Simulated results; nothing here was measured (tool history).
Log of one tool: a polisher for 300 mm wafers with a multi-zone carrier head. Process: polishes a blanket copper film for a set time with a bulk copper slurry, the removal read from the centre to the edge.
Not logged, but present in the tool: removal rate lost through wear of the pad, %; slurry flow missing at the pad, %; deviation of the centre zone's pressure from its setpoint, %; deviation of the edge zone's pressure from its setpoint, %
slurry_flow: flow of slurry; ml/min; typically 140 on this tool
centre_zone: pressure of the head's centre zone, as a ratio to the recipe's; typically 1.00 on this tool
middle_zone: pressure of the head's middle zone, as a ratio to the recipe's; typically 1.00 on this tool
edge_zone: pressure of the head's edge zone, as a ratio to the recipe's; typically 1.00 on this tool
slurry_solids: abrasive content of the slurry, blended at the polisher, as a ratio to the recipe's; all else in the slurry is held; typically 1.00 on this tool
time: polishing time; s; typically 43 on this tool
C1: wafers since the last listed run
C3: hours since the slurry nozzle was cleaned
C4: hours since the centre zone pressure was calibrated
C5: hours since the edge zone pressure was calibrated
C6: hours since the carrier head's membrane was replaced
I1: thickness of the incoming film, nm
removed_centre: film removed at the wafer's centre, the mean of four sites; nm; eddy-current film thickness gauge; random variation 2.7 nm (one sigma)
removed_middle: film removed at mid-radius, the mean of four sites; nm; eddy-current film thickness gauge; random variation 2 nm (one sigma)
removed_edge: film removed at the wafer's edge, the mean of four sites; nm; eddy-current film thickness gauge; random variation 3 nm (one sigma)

{"run": 1, "day": 0.0, "slurry_flow": 140, "centre_zone": 1.0, "middle_zone": 1.0, "edge_zone": 1.0, "slurry_solids": 1.0, "time": 43, "C1": 0, "wafers polished on this pad": 6255, "C3": 590.4, "C4": 786.8, "C5": 751.3, "C6": 1246.1, "I1": 4260.7, "removed_centre": 308.2, "removed_middle": 305.3, "removed_edge": 321.4}
{"day": 2.0, "done": "worn pad replaced by a new one"}
{"run": 2, "day": 2.238, "slurry_flow": 140, "centre_zone": 1.0, "middle_zone": 1.0, "edge_zone": 1.0, "slurry_solids": 1.0, "time": 43, "C1": 826, "wafers polished on this pad": 94, "C3": 644.1, "C4": 840.5, "C5": 805.0, "C6": 1299.8, "I1": 4224.8, "removed_centre": 304.7, "removed_middle": 303.7, "removed_edge": 317.5}
{"day": 3.692, "done": "slurry nozzle cleaned"}
{"run": 3, "day": 4.0, "slurry_flow": 140, "centre_zone": 1.0, "middle_zone": 1.0, "edge_zone": 1.0, "slurry_solids": 1.0, "time": 43, "C1": 686, "wafers polished on this pad": 780, "C3": 7.4, "C4": 882.8, "C5": 847.3, "C6": 1342.1, "I1": 4362.0, "removed_centre": 329.5, "removed_middle": 319.9, "removed_edge": 331.6}
{"run": 4, "day": 6.471, "slurry_flow": 140, "centre_zone": 1.0, "middle_zone": 1.0, "edge_zone": 1.0, "slurry_solids": 1.0, "time": 43, "C1": 985, "wafers polished on this pad": 1766, "C3": 66.7, "C4": 942.1, "C5": 906.6, "C6": 1401.4, "I1": 4401.4, "removed_centre": 328.8, "removed_middle": 322.9, "removed_edge": 333.3}
{"run": 5, "day": 7.779, "slurry_flow": 140, "centre_zone": 1.0, "middle_zone": 0.96, "edge_zone": 1.0, "slurry_solids": 1.0, "time": 43, "C1": 521, "wafers polished on this pad": 2288, "C3": 98.1, "C4": 973.5, "C5": 938.0, "C6": 1432.8, "I1": 4333.0, "removed_centre": 329.0, "removed_middle": 311.2, "removed_edge": 331.4}
{"run": 6, "day": 10.621, "slurry_flow": 140, "centre_zone": 1.0, "middle_zone": 0.96, "edge_zone": 1.0, "slurry_solids": 1.0, "time": 43, "C1": 1133, "wafers polished on this pad": 3422, "C3": 166.3, "C4": 1041.7, "C5": 1006.2, "C6": 1501.0, "I1": 4315.7, "removed_centre": 325.0, "removed_middle": 311.4, "removed_edge": 332.7}
{"day": 10.992, "done": "centre zone pressure recalibrated"}
{"run": 7, "day": 13.392, "slurry_flow": 140, "centre_zone": 1.0, "middle_zone": 1.0, "edge_zone": 1.0, "slurry_solids": 1.0, "time": 52, "C1": 1072, "wafers polished on this pad": 4494, "C3": 232.8, "C4": 57.6, "C5": 1072.7, "C6": 1567.5, "I1": 4365.4, "removed_centre": 397.8, "removed_middle": 384.2, "removed_edge": 396.7}
{"day": 14.004, "done": "edge zone pressure recalibrated"}
{"run": 8, "day": 14.742, "slurry_flow": 140, "centre_zone": 1.0, "middle_zone": 1.0, "edge_zone": 1.0, "slurry_solids": 1.0, "time": 43, "C1": 505, "wafers polished on this pad": 4999, "C3": 265.2, "C4": 90.0, "C5": 17.7, "C6": 1599.9, "I1": 4368.5, "removed_centre": 325.0, "removed_middle": 320.6, "removed_edge": 327.0}
{"day": 15.175, "done": "carrier head's membrane replaced by a new one"}
{"run": 9, "day": 17.379, "slurry_flow": 140, "centre_zone": 1.0, "middle_zone": 1.0, "edge_zone": 1.0, "slurry_solids": 1.0, "time": 43, "C1": 969, "wafers polished on this pad": 5968, "C3": 328.5, "C4": 153.3, "C5": 81.0, "C6": 52.9, "I1": 4306.2, "removed_centre": 327.2, "removed_middle": 320.8, "removed_edge": 331.6}
{"day": 19.0, "done": "worn pad replaced by a new one"}
{"run": 10, "day": 19.879, "slurry_flow": 140, "centre_zone": 1.04, "middle_zone": 1.0, "edge_zone": 1.0, "slurry_solids": 1.0, "time": 47, "C1": 930, "wafers polished on this pad": 350, "C3": 388.5, "C4": 213.3, "C5": 141.0, "C6": 112.9, "I1": 4242.3, "removed_centre": 366.7, "removed_middle": 342.1, "removed_edge": 353.4}
{"run": 11, "day": 24.721, "slurry_flow": 140, "centre_zone": 1.0, "middle_zone": 1.07, "edge_zone": 0.91, "slurry_solids": 0.8, "time": 50, "C1": 1931, "wafers polished on this pad": 2282, "C3": 504.7, "C4": 329.5, "C5": 257.2, "C6": 229.1, "I1": 4259.8, "removed_centre": 356.5, "removed_middle": 364.2, "removed_edge": 341.4}
{"run": 12, "day": 27.362, "slurry_flow": 140, "centre_zone": 1.05, "middle_zone": 1.0, "edge_zone": 1.0, "slurry_solids": 1.0, "time": 43, "C1": 1053, "wafers polished on this pad": 3335, "C3": 568.1, "C4": 392.9, "C5": 320.6, "C6": 292.5, "I1": 4368.3, "removed_centre": 328.3, "removed_middle": 307.7, "removed_edge": 319.5}
{"run": 13, "day": 28.717, "slurry_flow": 140, "centre_zone": 1.0, "middle_zone": 1.0, "edge_zone": 1.0, "slurry_solids": 1.0, "time": 43, "C1": 540, "wafers polished on this pad": 3876, "C3": 600.6, "C4": 425.4, "C5": 353.1, "C6": 325.0, "I1": 4393.9, "removed_centre": 307.8, "removed_middle": 306.7, "removed_edge": 317.8}
{"day": 32.533, "done": "slurry nozzle cleaned"}
{"day": 33.312, "done": "worn pad replaced by a new one"}
{"run": 14, "day": 33.388, "slurry_flow": 140, "centre_zone": 1.05, "middle_zone": 1.0, "edge_zone": 0.88, "slurry_solids": 1.1, "time": 53, "C1": 1780, "wafers polished on this pad": 30, "C3": 20.5, "C4": 537.5, "C5": 465.2, "C6": 437.1, "I1": 4283.0, "removed_centre": 435.5, "removed_middle": 404.6, "removed_edge": 392.3}
{"run": 15, "day": 35.192, "slurry_flow": 140, "centre_zone": 1.11, "middle_zone": 1.07, "edge_zone": 1.11, "slurry_solids": 1.0, "time": 37, "C1": 719, "wafers polished on this pad": 750, "C3": 63.8, "C4": 580.8, "C5": 508.5, "C6": 480.4, "I1": 4295.1, "removed_centre": 314.2, "removed_middle": 293.4, "removed_edge": 302.0}
{"run": 16, "day": 38.121, "slurry_flow": 95, "centre_zone": 1.0, "middle_zone": 1.05, "edge_zone": 1.0, "slurry_solids": 1.0, "time": 43, "C1": 1168, "wafers polished on this pad": 1918, "C3": 134.1, "C4": 651.1, "C5": 578.8, "C6": 550.7, "I1": 4357.6, "removed_centre": 297.9, "removed_middle": 307.6, "removed_edge": 314.6}
{"run": 17, "day": 40.383, "slurry_flow": 140, "centre_zone": 0.88, "middle_zone": 1.0, "edge_zone": 1.0, "slurry_solids": 0.75, "time": 39, "C1": 902, "wafers polished on this pad": 2821, "C3": 188.4, "C4": 705.4, "C5": 633.1, "C6": 605.0, "I1": 4288.1, "removed_centre": 246.5, "removed_middle": 279.7, "removed_edge": 288.0}
{"run": 18, "day": 42.542, "slurry_flow": 110, "centre_zone": 1.0, "middle_zone": 1.09, "edge_zone": 1.0, "slurry_solids": 1.0, "time": 43, "C1": 861, "wafers polished on this pad": 3682, "C3": 240.2, "C4": 757.2, "C5": 684.9, "C6": 656.8, "I1": 4359.3, "removed_centre": 307.2, "removed_middle": 328.2, "removed_edge": 317.6}
{"run": 19, "day": 45.429, "slurry_flow": 140, "centre_zone": 1.0, "middle_zone": 1.0, "edge_zone": 1.0, "slurry_solids": 1.1, "time": 43, "C1": 1151, "wafers polished on this pad": 4834, "C3": 309.5, "C4": 826.5, "C5": 754.2, "C6": 726.1, "I1": 4246.6, "removed_centre": 332.3, "removed_middle": 327.1, "removed_edge": 338.1}
{"day": 46.925, "done": "worn pad replaced by a new one"}
{"run": 20, "day": 48.404, "slurry_flow": 140, "centre_zone": 1.0, "middle_zone": 1.0, "edge_zone": 0.96, "slurry_solids": 1.0, "time": 43, "C1": 1120, "wafers polished on this pad": 589, "C3": 380.9, "C4": 897.9, "C5": 825.6, "C6": 797.5, "I1": 4280.1, "removed_centre": 322.8, "removed_middle": 315.8, "removed_edge": 323.5}
{"run": 21, "day": 50.275, "slurry_flow": 140, "centre_zone": 1.0, "middle_zone": 1.0, "edge_zone": 1.08, "slurry_solids": 1.0, "time": 50, "C1": 746, "wafers polished on this pad": 1335, "C3": 425.8, "C4": 942.8, "C5": 870.5, "C6": 842.4, "I1": 4252.5, "removed_centre": 370.4, "removed_middle": 365.3, "removed_edge": 393.8}
{"run": 22, "day": 52.892, "slurry_flow": 140, "centre_zone": 1.0, "middle_zone": 1.0, "edge_zone": 1.0, "slurry_solids": 1.0, "time": 43, "C1": 1043, "wafers polished on this pad": 2379, "C3": 488.6, "C4": 1005.6, "C5": 933.3, "C6": 905.2, "I1": 4335.9, "removed_centre": 315.9, "removed_middle": 310.8, "removed_edge": 325.5}

Here are 3 independent what-if runs from the current tool condition. What would each one return?
{"run": "A", "day": 52.908, "slurry_flow": 140, "centre_zone": 1.0, "middle_zone": 1.0, "edge_zone": 1.09, "slurry_solids": 1.0, "time": 43, "C1": 6, "wafers polished on this pad": 2386, "C3": 489.0, "C4": 1006.0, "C5": 933.7, "C6": 905.6, "I1": 4410.3, "removed_centre": "?", "removed_middle": "?", "removed_edge": "?"}
{"run": "B", "day": 52.908, "slurry_flow": 160, "centre_zone": 1.1, "middle_zone": 1.0, "edge_zone": 1.0, "slurry_solids": 1.1, "time": 52, "C1": 6, "wafers polished on this pad": 2386, "C3": 489.0, "C4": 1006.0, "C5": 933.7, "C6": 905.6, "I1": 4410.3, "removed_centre": "?", "removed_middle": "?", "removed_edge": "?"}
{"run": "C", "day": 52.908, "slurry_flow": 140, "centre_zone": 1.09, "middle_zone": 1.0, "edge_zone": 1.0, "slurry_solids": 1.0, "time": 31, "C1": 6, "wafers polished on this pad": 2386, "C3": 489.0, "C4": 1006.0, "C5": 933.7, "C6": 905.6, "I1": 4410.3, "removed_centre": "?", "removed_middle": "?", "removed_edge": "?"}

run=A removed_centre=314.5 removed_middle=312.1 removed_edge=336.4
run=B removed_centre=440.6 removed_middle=395.4 removed_edge=405.2
run=C removed_centre=247.3 removed_middle=224.9 removed_edge=232.4
Had the tool no hidden state, the same runs would have come out as:
run=A removed_centre=327.8 removed_middle=323.6 removed_edge=345.1
run=B removed_centre=456.9 removed_middle=408.3 removed_edge=414.6
run=C removed_centre=257.7 removed_middle=233.2 removed_edge=238.4
